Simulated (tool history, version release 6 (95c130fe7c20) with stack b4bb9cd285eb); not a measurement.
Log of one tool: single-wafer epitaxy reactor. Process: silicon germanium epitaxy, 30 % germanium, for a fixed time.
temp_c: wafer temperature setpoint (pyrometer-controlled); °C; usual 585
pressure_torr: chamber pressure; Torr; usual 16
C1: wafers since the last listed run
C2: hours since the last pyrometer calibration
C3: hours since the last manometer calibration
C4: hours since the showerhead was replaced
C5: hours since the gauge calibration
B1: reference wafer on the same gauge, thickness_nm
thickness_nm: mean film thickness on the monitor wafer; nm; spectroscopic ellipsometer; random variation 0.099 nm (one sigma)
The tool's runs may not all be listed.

{"run": 1, "hour": 0.0, "temp_c": 580, "pressure_torr": 16, "C1": 0, "C2": 1285.2, "C3": 1072, "C4": 6999.8, "C5": 192.1, "B1": 50.605, "thickness_nm": 39.198}
{"run": 2, "hour": 251.2, "temp_c": 580, "pressure_torr": 16, "C1": 6922, "C2": 1536.4, "C3": 1323.2, "C4": 7251, "C5": 443.3, "B1": 50.605, "thickness_nm": 39.175}
{"run": 3, "hour": 339.4, "temp_c": 585, "pressure_torr": 16, "C1": 2430, "C2": 1624.6, "C3": 1411.4, "C4": 7339.2, "C5": 531.5, "B1": 50.613, "thickness_nm": 42.403}
{"run": 4, "hour": 413.1, "temp_c": 585, "pressure_torr": 16, "C1": 2030, "C2": 1698.3, "C3": 1485.1, "C4": 7412.9, "C5": 605.2, "B1": 50.583, "thickness_nm": 42.506}
{"run": 5, "hour": 498.7, "temp_c": 585, "pressure_torr": 16, "C1": 2358, "C2": 1783.9, "C3": 1570.7, "C4": 7498.5, "C5": 690.8, "B1": 50.583, "thickness_nm": 42.387}
{"run": 6, "hour": 600.3, "temp_c": 574, "pressure_torr": 18.3, "C1": 2799, "C2": 1885.5, "C3": 1672.3, "C4": 7600.1, "C5": 792.4, "B1": 50.588, "thickness_nm": 37.168}
{"hour": 640.4, "done": "pyrometer calibrated"}
{"run": 7, "hour": 784.0, "temp_c": 574, "pressure_torr": 18.3, "C1": 4841, "C2": 143.6, "C3": 1856, "C4": 7783.8, "C5": 976.1, "B1": 50.606, "thickness_nm": 37.126}
{"hour": 808.4, "done": "showerhead replaced, of another model than before"}
{"run": 8, "hour": 866.6, "temp_c": 574, "pressure_torr": 18.3, "C1": 2055, "C2": 226.2, "C3": 1938.6, "C4": 58.2, "C5": 1058.7, "B1": 50.57, "thickness_nm": 36.622}
{"hour": 1024.3, "done": "gauge calibrated"}
{"run": 9, "hour": 1114.5, "temp_c": 585, "pressure_torr": 16, "C1": 6831, "C2": 474.1, "C3": 2186.5, "C4": 306.1, "C5": 90.2, "B1": 50.602, "thickness_nm": 42.382}
{"run": 10, "hour": 1152.0, "temp_c": 585, "pressure_torr": 16, "C1": 1033, "C2": 511.6, "C3": 2224, "C4": 343.6, "C5": 127.7, "B1": 50.559, "thickness_nm": 42.428}
{"run": 11, "hour": 1194.5, "temp_c": 600, "pressure_torr": 16, "C1": 1171, "C2": 554.1, "C3": 2266.5, "C4": 386.1, "C5": 170.2, "B1": 50.576, "thickness_nm": 54.277}
{"run": 12, "hour": 1298.2, "temp_c": 574, "pressure_torr": 17.7, "C1": 2857, "C2": 657.8, "C3": 2370.2, "C4": 489.8, "C5": 273.9, "B1": 50.584, "thickness_nm": 36.205}
{"hour": 1353.0, "done": "capacitance manometer re-zeroed and calibrated"}
{"run": 13, "hour": 1363.9, "temp_c": 585, "pressure_torr": 18.4, "C1": 1589, "C2": 723.5, "C3": 10.9, "C4": 555.5, "C5": 339.6, "B1": 50.573, "thickness_nm": 44.556}
{"run": 14, "hour": 1439.0, "temp_c": 576, "pressure_torr": 13.4, "C1": 2069, "C2": 798.6, "C3": 86, "C4": 630.6, "C5": 414.7, "B1": 50.599, "thickness_nm": 35.875}
{"run": 15, "hour": 1541.0, "temp_c": 574, "pressure_torr": 16, "C1": 2810, "C2": 900.6, "C3": 188, "C4": 732.6, "C5": 516.7, "B1": 50.582, "thickness_nm": 35.933}
{"run": 16, "hour": 1591.0, "temp_c": 585, "pressure_torr": 16, "C1": 1377, "C2": 950.6, "C3": 238, "C4": 782.6, "C5": 566.7, "B1": 50.608, "thickness_nm": 43.179}
{"run": 17, "hour": 1642.2, "temp_c": 577, "pressure_torr": 16, "C1": 1410, "C2": 1001.8, "C3": 289.2, "C4": 833.8, "C5": 617.9, "B1": 50.594, "thickness_nm": 37.719}
{"run": 18, "hour": 1693.3, "temp_c": 599, "pressure_torr": 19.1, "C1": 1408, "C2": 1052.9, "C3": 340.3, "C4": 884.9, "C5": 669, "B1": 50.606, "thickness_nm": 56.806}
{"run": 19, "hour": 1733.0, "temp_c": 576, "pressure_torr": 12.5, "C1": 1093, "C2": 1092.6, "C3": 380, "C4": 924.6, "C5": 708.7, "B1": 50.604, "thickness_nm": 35.273}
{"run": 20, "hour": 1777.2, "temp_c": 585, "pressure_torr": 18.8, "C1": 1217, "C2": 1136.8, "C3": 424.2, "C4": 968.8, "C5": 752.9, "B1": 50.595, "thickness_nm": 44.643}
{"run": 21, "hour": 1838.7, "temp_c": 585, "pressure_torr": 16, "C1": 1694, "C2": 1198.3, "C3": 485.7, "C4": 1030.3, "C5": 814.4, "B1": 50.611, "thickness_nm": 43.141}

Forecast each of these 4 alternatives for the next run:
{"run": "A", "hour": 1839.1, "temp_c": 585, "pressure_torr": 17.4, "C1": 11, "C2": 1198.7, "C3": 486.1, "C4": 1030.7, "C5": 814.8, "B1": "?", "thickness_nm": "?"}
{"run": "B", "hour": 1839.1, "temp_c": 575, "pressure_torr": 16, "C1": 11, "C2": 1198.7, "C3": 486.1, "C4": 1030.7, "C5": 814.8, "B1": "?", "thickness_nm": "?"}
{"run": "C", "hour": 1839.1, "temp_c": 573, "pressure_torr": 18.8, "C1": 11, "C2": 1198.7, "C3": 486.1, "C4": 1030.7, "C5": 814.8, "B1": "?", "thickness_nm": "?"}
{"run": "D", "hour": 1839.1, "temp_c": 571, "pressure_torr": 17.2, "C1": 11, "C2": 1198.7, "C3": 486.1, "C4": 1030.7, "C5": 814.8, "B1": "?", "thickness_nm": "?"}

run=A B1=50.596 thickness_nm=43.926
run=B B1=50.596 thickness_nm=36.415
run=C B1=50.596 thickness_nm=36.555
run=D B1=50.596 thickness_nm=34.585
Without the tool's hidden state the same runs would have given:
run=A thickness_nm=44.057
run=B thickness_nm=36.523
run=C thickness_nm=36.664
run=D thickness_nm=34.688
